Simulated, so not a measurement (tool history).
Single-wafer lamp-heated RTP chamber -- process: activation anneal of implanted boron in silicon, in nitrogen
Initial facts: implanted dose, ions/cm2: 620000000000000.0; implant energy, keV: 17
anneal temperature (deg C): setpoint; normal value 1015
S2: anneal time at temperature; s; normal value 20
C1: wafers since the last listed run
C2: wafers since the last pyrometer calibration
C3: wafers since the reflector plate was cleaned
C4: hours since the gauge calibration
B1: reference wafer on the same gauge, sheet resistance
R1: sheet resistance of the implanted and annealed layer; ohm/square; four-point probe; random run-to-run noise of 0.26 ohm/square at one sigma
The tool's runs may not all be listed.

{"run": 1, "hour": 0.0, "anneal temperature (deg C)": 1032, "S2": 20, "C1": 0, "C2": 1448, "C3": 9828, "C4": 289.3, "B1": 146.97, "R1": 171.43}
{"run": 2, "hour": 9.9, "anneal temperature (deg C)": 1032, "S2": 20, "C1": 203, "C2": 1651, "C3": 10031, "C4": 299.2, "B1": 146.93, "R1": 171.78}
{"run": 3, "hour": 26.5, "anneal temperature (deg C)": 1015, "S2": 20, "C1": 340, "C2": 1992, "C3": 10372, "C4": 315.8, "B1": 147.04, "R1": 172.95}
{"run": 4, "hour": 40.7, "anneal temperature (deg C)": 1015, "S2": 20, "C1": 291, "C2": 2284, "C3": 10663, "C4": 330, "B1": 147.1, "R1": 173.11}
{"run": 5, "hour": 48.8, "anneal temperature (deg C)": 1015, "S2": 20, "C1": 166, "C2": 2450, "C3": 10829, "C4": 338.1, "B1": 146.98, "R1": 172.56}
{"run": 6, "hour": 59.2, "anneal temperature (deg C)": 1015, "S2": 20, "C1": 213, "C2": 2663, "C3": 11043, "C4": 348.5, "B1": 146.97, "R1": 173.11}
{"run": 7, "hour": 72.5, "anneal temperature (deg C)": 1031, "S2": 20, "C1": 272, "C2": 2936, "C3": 11316, "C4": 361.8, "B1": 146.99, "R1": 171.66}
{"run": 8, "hour": 86.6, "anneal temperature (deg C)": 1031, "S2": 20, "C1": 289, "C2": 3226, "C3": 11605, "C4": 375.9, "B1": 146.93, "R1": 171.41}
{"run": 9, "hour": 96.6, "anneal temperature (deg C)": 1015, "S2": 20, "C1": 205, "C2": 3431, "C3": 11810, "C4": 385.9, "B1": 147.03, "R1": 172.97}
{"run": 10, "hour": 113.2, "anneal temperature (deg C)": 1015, "S2": 20, "C1": 340, "C2": 3772, "C3": 12151, "C4": 402.5, "B1": 147, "R1": 172.89}
{"run": 11, "hour": 126.7, "anneal temperature (deg C)": 1015, "S2": 20, "C1": 277, "C2": 4049, "C3": 12428, "C4": 416, "B1": 147, "R1": 172.61}
{"run": 12, "hour": 153.3, "anneal temperature (deg C)": 1002, "S2": 20, "C1": 545, "C2": 4595, "C3": 12974, "C4": 442.6, "B1": 147.05, "R1": 173.59}
{"run": 13, "hour": 161.5, "anneal temperature (deg C)": 1015, "S2": 20, "C1": 168, "C2": 4763, "C3": 13142, "C4": 450.8, "B1": 147.02, "R1": 172.62}
{"run": 14, "hour": 188.4, "anneal temperature (deg C)": 998, "S2": 20, "C1": 552, "C2": 5315, "C3": 13694, "C4": 477.7, "B1": 146.87, "R1": 174.63}
{"run": 15, "hour": 195.5, "anneal temperature (deg C)": 1015, "S2": 29, "C1": 145, "C2": 5461, "C3": 13840, "C4": 484.8, "B1": 146.95, "R1": 171.36}
{"hour": 209.4, "done": "reflector plate cleaned"}
{"run": 16, "hour": 209.9, "anneal temperature (deg C)": 1015, "S2": 29, "C1": 131, "C2": 5592, "C3": 9, "C4": 499.2, "B1": 147.05, "R1": 171.72}
{"run": 17, "hour": 234.2, "anneal temperature (deg C)": 1015, "S2": 14, "C1": 498, "C2": 6091, "C3": 507, "C4": 523.5, "B1": 147.06, "R1": 173.13}
{"run": 18, "hour": 248.3, "anneal temperature (deg C)": 993, "S2": 31, "C1": 289, "C2": 6380, "C3": 797, "C4": 537.6, "B1": 146.93, "R1": 174.34}
{"run": 19, "hour": 257.4, "anneal temperature (deg C)": 1024, "S2": 20, "C1": 186, "C2": 6567, "C3": 984, "C4": 546.7, "B1": 146.97, "R1": 172.08}
{"run": 20, "hour": 268.5, "anneal temperature (deg C)": 1015, "S2": 29, "C1": 227, "C2": 6795, "C3": 1211, "C4": 557.8, "B1": 147.05, "R1": 171.4}
{"run": 21, "hour": 280.5, "anneal temperature (deg C)": 1036, "S2": 12, "C1": 246, "C2": 7041, "C3": 1458, "C4": 569.8, "B1": 147.02, "R1": 171.9}
{"hour": 281.8, "done": "gauge calibrated"}
{"hour": 294.2, "done": "pyrometer window cleaned and pyrometer calibrated"}
{"run": 22, "hour": 296.8, "anneal temperature (deg C)": 1038, "S2": 12, "C1": 170, "C2": 54, "C3": 1628, "C4": 15, "B1": 146.91, "R1": 172.16}
{"run": 23, "hour": 310.7, "anneal temperature (deg C)": 1015, "S2": 20, "C1": 285, "C2": 339, "C3": 1913, "C4": 28.9, "B1": 146.95, "R1": 173.15}
{"run": 24, "hour": 318.3, "anneal temperature (deg C)": 1044, "S2": 20, "C1": 155, "C2": 495, "C3": 2069, "C4": 36.5, "B1": 146.91, "R1": 170.69}
{"run": 25, "hour": 329.3, "anneal temperature (deg C)": 1015, "S2": 13, "C1": 225, "C2": 721, "C3": 2295, "C4": 47.5, "B1": 147.03, "R1": 174.16}
{"run": 26, "hour": 346.8, "anneal temperature (deg C)": 1040, "S2": 31, "C1": 359, "C2": 1080, "C3": 2654, "C4": 65, "B1": 147.02, "R1": 170.09}
{"run": 27, "hour": 358.9, "anneal temperature (deg C)": 1003, "S2": 20, "C1": 248, "C2": 1328, "C3": 2903, "C4": 77.1, "B1": 147.05, "R1": 174.89}
{"run": 28, "hour": 372.6, "anneal temperature (deg C)": 1015, "S2": 20, "C1": 281, "C2": 1609, "C3": 3184, "C4": 90.8, "B1": 146.99, "R1": 173.24}
{"run": 29, "hour": 382.8, "anneal temperature (deg C)": 1032, "S2": 15, "C1": 209, "C2": 1819, "C3": 3393, "C4": 101, "B1": 147, "R1": 171.59}
{"run": 30, "hour": 400.7, "anneal temperature (deg C)": 1015, "S2": 25, "C1": 367, "C2": 2186, "C3": 3760, "C4": 118.9, "B1": 147.02, "R1": 172.41}
{"run": 31, "hour": 418.6, "anneal temperature (deg C)": 989, "S2": 20, "C1": 367, "C2": 2553, "C3": 4128, "C4": 136.8, "B1": 147.02, "R1": 177.03}

Run 32 has not been measured yet. What should we expect?
{"run": 32, "hour": 426.2, "anneal temperature (deg C)": 1037, "S2": 15, "C1": 155, "C2": 2709, "C3": 4284, "C4": 144.4, "B1": "?", "R1": "?"}

B1: 146.94
R1: 171.68 ohm/square
The same run, on a tool lacking any hidden state, would have yielded R1 172.18 ohm/square.

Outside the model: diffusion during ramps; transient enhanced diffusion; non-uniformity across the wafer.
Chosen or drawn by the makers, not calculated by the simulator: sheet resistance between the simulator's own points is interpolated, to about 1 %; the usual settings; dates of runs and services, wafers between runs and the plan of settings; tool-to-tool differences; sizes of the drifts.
